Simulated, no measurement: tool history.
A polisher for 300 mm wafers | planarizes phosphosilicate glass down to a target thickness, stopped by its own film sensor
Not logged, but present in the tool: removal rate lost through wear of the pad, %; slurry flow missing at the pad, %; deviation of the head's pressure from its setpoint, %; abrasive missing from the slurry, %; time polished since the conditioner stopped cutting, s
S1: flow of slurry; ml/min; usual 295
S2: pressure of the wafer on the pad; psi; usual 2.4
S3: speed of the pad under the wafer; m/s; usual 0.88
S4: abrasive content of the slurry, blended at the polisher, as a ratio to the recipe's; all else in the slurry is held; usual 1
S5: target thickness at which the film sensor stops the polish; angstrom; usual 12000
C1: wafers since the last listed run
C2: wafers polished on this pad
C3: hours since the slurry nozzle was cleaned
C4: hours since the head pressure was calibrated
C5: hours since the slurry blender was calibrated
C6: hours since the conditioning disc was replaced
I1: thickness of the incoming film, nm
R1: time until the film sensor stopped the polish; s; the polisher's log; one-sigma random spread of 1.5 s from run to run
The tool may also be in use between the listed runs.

run,hour,S1,S2,S3,S4,S5,C1,C2,C3,C4,C5,C6,I1,R1
1,0,295,2.2,0.88,1,12000,0,2159,112.3,1048.5,34.7,58.3,2052.4,150.9
# hour 25.1: worn pad replaced by a new one
2,68.7,295,2.2,0.88,1,12000,625,421,181,1117.2,103.4,127,2002.3,144.9
3,131.7,295,2.4,0.88,1,12000,609,1030,244,1180.2,166.4,190,2018.6,136.7
# hour 185.1: conditioning disc replaced and pad reconditioned
4,200.8,295,2.4,0.88,1,12000,649,1679,313.1,1249.3,235.5,15.7,2053.3,140.3
5,229.3,295,2.4,0.88,1,12000,275,1955,341.6,1277.8,264,44.2,2024.1,133.9
6,256,295,2.4,0.88,1,12000,258,2213,368.3,1304.5,290.7,70.9,2035.6,137.9
# hour 297.5: worn pad replaced by a new one
7,312.3,295,2.4,0.88,1,12000,505,143,424.6,1360.8,347,127.2,2003.9,133.9
8,347.2,295,2.4,0.88,1,12000,337,481,459.5,1395.7,381.9,162.1,2027.5,139.7
# hour 401.8: head pressure recalibrated
9,413.9,295,2.4,0.88,1,12000,625,1106,526.2,12.1,448.6,228.8,2031,145.9
# hour 441.4: conditioning disc replaced and pad reconditioned
# hour 463.2: slurry blender recalibrated
# hour 488.4: slurry nozzle cleaned
10,539.2,295,2.4,0.88,1,12000,1163,2270,50.8,137.4,76,97.8,2012.8,131.8
11,568.9,295,2.4,0.88,1,12000,287,2557,80.5,167.1,105.7,127.5,1979.1,124.5
# hour 580: worn pad replaced by a new one
12,594.3,295,2.4,0.88,1.2,10930,207,138,105.9,192.5,131.1,152.9,2003,132.4
13,647.2,295,2.4,0.88,1,12000,511,650,158.8,245.4,184,205.8,1995.7,135
14,681,295,2.6,0.88,1,12000,326,977,192.6,279.2,217.8,239.6,1999.3,123.6
# hour 748.7: conditioning disc replaced and pad reconditioned
# hour 842.4: worn pad replaced by a new one
15,890.9,295,2.4,0.62,1,12000,1972,468,402.5,489.1,427.7,142.2,2057.4,175.9
# hour 943.7: slurry blender recalibrated
16,944.9,295,2.6,1.16,1.1,12970,503,972,456.5,543.1,1.2,196.2,2033.4,92.2
17,987.6,295,2.4,0.88,1,12000,413,1385,499.2,585.8,43.9,238.9,1998.6,141
# hour 1006.2: slurry nozzle cleaned
18,1037.1,365,2.4,0.88,1.2,10540,469,1854,30.9,635.3,93.4,288.4,2033.9,145
# hour 1049.4: conditioning disc replaced and pad reconditioned
19,1107.8,295,2.4,0.88,1.1,14260,664,2518,101.6,706,164.1,58.4,1980,82.3
# hour 1117.2: worn pad replaced by a new one
20,1167.5,365,2.4,0.88,1.15,12000,538,486,161.3,765.7,223.8,118.1,2023.6,116.2

The next listed run, before its measurement:
21,1235.5,350,2.4,0.96,1,12000,657,1143,229.3,833.7,291.8,186.1,2053.6,?

R1: 132 s
Were there no unlogged condition in the tool, this run, its random variation unchanged, would have produced R1 124.6 s.
